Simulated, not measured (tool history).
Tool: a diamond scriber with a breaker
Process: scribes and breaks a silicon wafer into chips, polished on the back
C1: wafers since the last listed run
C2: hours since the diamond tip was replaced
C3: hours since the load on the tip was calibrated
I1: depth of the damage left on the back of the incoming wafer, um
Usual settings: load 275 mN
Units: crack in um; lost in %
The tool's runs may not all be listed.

{"run": 1, "hour": 0.0, "load": 245, "C1": 0, "C2": 807.3, "C3": 985.6, "I1": 0.02, "crack": 7.51, "lost": 1.88}
{"run": 2, "hour": 39.1, "load": 245, "C1": 177, "C2": 846.4, "C3": 1024.7, "I1": 0.04, "crack": 7.44, "lost": 1.91}
{"hour": 54.7, "done": "diamond tip replaced by a new one"}
{"run": 3, "hour": 110.9, "load": 233, "C1": 316, "C2": 56.2, "C3": 1096.5, "I1": 0.05, "crack": 7.1, "lost": 2.93}
{"run": 4, "hour": 169.6, "load": 233, "C1": 265, "C2": 114.9, "C3": 1155.2, "I1": 0.01, "crack": 7.03, "lost": 2.8}
{"run": 5, "hour": 314.6, "load": 304, "C1": 656, "C2": 259.9, "C3": 1300.2, "I1": 0.04, "crack": 8.42, "lost": 0.64}
{"run": 6, "hour": 368.8, "load": 325, "C1": 245, "C2": 314.1, "C3": 1354.4, "I1": 0.03, "crack": 8.71, "lost": 0.83}
{"run": 7, "hour": 424.0, "load": 325, "C1": 249, "C2": 369.3, "C3": 1409.6, "I1": 0.05, "crack": 8.74, "lost": 0.8}
{"run": 8, "hour": 631.8, "load": 325, "C1": 941, "C2": 577.1, "C3": 1617.4, "I1": 0.04, "crack": 8.57, "lost": 0.67}
{"run": 9, "hour": 680.6, "load": 296, "C1": 220, "C2": 625.9, "C3": 1666.2, "I1": 0.05, "crack": 8.23, "lost": 0.68}
{"run": 10, "hour": 744.7, "load": 219, "C1": 290, "C2": 690.0, "C3": 1730.3, "I1": 0.04, "crack": 6.6, "lost": 5.86}
{"run": 11, "hour": 816.6, "load": 275, "C1": 325, "C2": 761.9, "C3": 1802.2, "I1": 0.01, "crack": 7.5, "lost": 1.42}
{"run": 12, "hour": 843.4, "load": 326, "C1": 121, "C2": 788.7, "C3": 1829.0, "I1": 0.03, "crack": 8.55, "lost": 0.65}
{"hour": 860.8, "done": "diamond tip replaced by a new one"}
{"hour": 890.8, "done": "load on the tip recalibrated"}
{"run": 13, "hour": 900.8, "load": 275, "C1": 241, "C2": 40.0, "C3": 10.0, "I1": 0.03, "crack": 8.47, "lost": 0.59}
{"run": 14, "hour": 936.3, "load": 233, "C1": 160, "C2": 75.5, "C3": 45.5, "I1": 0.03, "crack": 7.6, "lost": 1.63}
{"run": 15, "hour": 972.3, "load": 346, "C1": 163, "C2": 111.5, "C3": 81.5, "I1": 0.01, "crack": 9.76, "lost": 2.87}
{"run": 16, "hour": 1039.0, "load": 204, "C1": 302, "C2": 178.2, "C3": 148.2, "I1": 0.03, "crack": 7.03, "lost": 3.93}
{"run": 17, "hour": 1094.4, "load": 198, "C1": 250, "C2": 233.6, "C3": 203.6, "I1": 0.05, "crack": 6.86, "lost": 4.7}
{"run": 18, "hour": 1144.5, "load": 275, "C1": 226, "C2": 283.7, "C3": 253.7, "I1": 0.04, "crack": 8.3, "lost": 0.56}
{"run": 19, "hour": 1169.5, "load": 218, "C1": 113, "C2": 308.7, "C3": 278.7, "I1": 0.02, "crack": 7.35, "lost": 2.81}

4 ways to go on from here, each from the tool as it stands after run 19. What would each give?
{"run": "A", "hour": 1170.0, "load": 275, "C1": 2, "C2": 309.2, "C3": 279.2, "I1": 0.04, "crack": "?", "lost": "?"}
{"run": "B", "hour": 1170.0, "load": 338, "C1": 2, "C2": 309.2, "C3": 279.2, "I1": 0.04, "crack": "?", "lost": "?"}
{"run": "C", "hour": 1170.0, "load": 328, "C1": 2, "C2": 309.2, "C3": 279.2, "I1": 0.04, "crack": "?", "lost": "?"}
{"run": "D", "hour": 1170.0, "load": 201, "C1": 2, "C2": 309.2, "C3": 279.2, "I1": 0.04, "crack": "?", "lost": "?"}

run=A crack=8.34 lost=0.60
run=B crack=9.51 lost=2.63
run=C crack=9.33 lost=2.10
run=D crack=6.85 lost=4.53
Without the tool's hidden state the same runs would have given:
run=A crack=8.29 lost=0.59
run=B crack=9.45 lost=2.47
run=C crack=9.27 lost=1.96
run=D crack=6.81 lost=4.76

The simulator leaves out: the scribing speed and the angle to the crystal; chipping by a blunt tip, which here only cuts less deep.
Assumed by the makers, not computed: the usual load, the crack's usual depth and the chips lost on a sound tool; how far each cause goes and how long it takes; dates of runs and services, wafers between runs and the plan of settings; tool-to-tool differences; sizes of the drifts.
